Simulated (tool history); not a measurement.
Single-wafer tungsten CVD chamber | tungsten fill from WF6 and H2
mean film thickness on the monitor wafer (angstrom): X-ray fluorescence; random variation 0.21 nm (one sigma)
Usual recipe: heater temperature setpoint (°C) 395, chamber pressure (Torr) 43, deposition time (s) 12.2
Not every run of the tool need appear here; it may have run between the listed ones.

run	day	heater temperature setpoint (°C)	chamber pressure (Torr)	deposition time (s)	wafers since the last listed run	hours since the last thermocouple change	hours since the last manometer calibration	hours since the showerhead was replaced	hours since the gauge calibration	read-back reference wafer on the same gauge, thickness_nm	mean film thickness on the monitor wafer (angstrom)
1	0	395	43	12.2	0	1039.6	810.4	6585.6	567.7	46.073	404.69
2	2.546	395	43	12.2	1271	1100.7	871.5	6646.7	628.8	46.088	402.38
3	8.462	395	36.7	12.2	2955	1242.7	1013.5	6788.7	770.8	46.114	368.78
4	11.521	395	43	12.2	1527	1316.1	1086.9	6862.1	844.2	46.102	407.46
# day 15.671: capacitance manometer re-zeroed and calibrated
5	15.692	395	43	10.9	1916	1416.2	0.5	6962.2	944.3	46.093	357.05
6	19.654	388	43	12.2	1979	1511.3	95.6	7057.3	1039.4	46.151	344.47
7	22.562	388	43	12.2	1452	1581.1	165.4	7127.1	1109.2	46.051	348.87
8	25.746	405	43	11.3	1590	1657.5	241.8	7203.5	1185.6	46.097	456.48
# day 26.925: showerhead replaced
9	29.738	405	43	11.3	1827	1753.3	337.6	67.5	1281.4	46.04	459.38
10	31.421	405	43	11.3	840	1793.7	378	107.9	1321.8	46.094	454.23
11	35	395	43	12.2	1787	1879.6	463.9	193.8	1407.7	46.08	403.8
12	38.229	395	43	12.2	1613	1957.1	541.4	271.3	1485.2	46.157	405.13
13	41.417	395	43	12.2	1592	2033.6	617.9	347.8	1561.7	46.124	404.39
14	44.167	402	43	12.9	1373	2099.6	683.9	413.8	1627.7	46.101	490.72
15	47.238	395	43	12.2	1533	2173.3	757.6	487.5	1701.4	46.119	403.94
# day 50.608: thermocouple changed; heater temperature recalibrated
16	51.083	395	51.7	12.2	1754	11.4	849.9	579.8	1793.7	46.086	441.62
17	54.725	395	39.1	12.2	1819	98.8	937.3	667.2	1881.1	46.076	384.38
# day 56.992: capacitance manometer re-zeroed and calibrated
18	59.112	395	46.1	12.2	2025	204.1	50.9	772.5	1986.4	46.074	417.79
19	61.921	395	43	12.2	1402	271.5	118.3	839.9	2053.8	46.123	401.9
# day 64.158: gauge calibrated
20	65.742	409	53.7	13.2	1908	363.2	210	931.6	38	46.101	653.15
21	67.258	400	50.2	13.5	757	399.6	246.4	968	74.4	46.126	538.51
22	71.896	395	43	10	2316	510.9	357.7	1079.3	185.7	46.084	330.98
23	76.192	395	43	12.2	2145	614	460.8	1182.4	288.8	46.118	400.9
24	77.846	381	46.4	13.1	826	653.7	500.5	1222.1	328.5	46.088	327.3
25	79.488	381	33.9	11	820	693.1	539.9	1261.5	367.9	46.162	230.75
26	81.412	407	53.1	13.8	961	739.3	586.1	1307.7	414.1	46.121	658.21
27	85.396	389	50.3	12.2	1989	834.9	681.7	1403.3	509.7	46.083	380.48
28	87.771	406	36.1	14.2	1186	891.9	738.7	1460.3	566.7	46.106	535.06
29	90.762	388	47.3	14.2	1494	963.7	810.5	1532.1	638.5	46.078	418.8
30	92.758	403	49.2	13.6	996	1011.6	858.4	1580	686.4	46.097	564.77
31	94.667	395	43	13.2	953	1057.4	904.2	1625.8	732.2	46.103	435.67
32	98.012	395	43	13.9	1671	1137.7	984.5	1706.1	812.5	46.124	459.99
33	102.3	395	40.2	14.2	2141	1240.6	1087.4	1809	915.4	46.074	452.05

Entry by entry between the runs, the difference in hidden state between the last listed run before and the first listed run after:
In the gap between runs 4 and 5: capacitance manometer re-zeroed and calibrated (day 15.671)
  no hidden state differs between the two runs
In the gap between runs 8 and 9: showerhead replaced (day 26.925)
  no hidden state differs between the two runs
In the gap between runs 15 and 16: thermocouple changed; heater temperature recalibrated (day 50.608)
  no hidden state differs between the two runs
In the gap between runs 17 and 18: capacitance manometer re-zeroed and calibrated (day 56.992)
  no hidden state differs between the two runs
In the gap between runs 19 and 20: gauge calibrated (day 64.158)
  no hidden state differs between the two runs
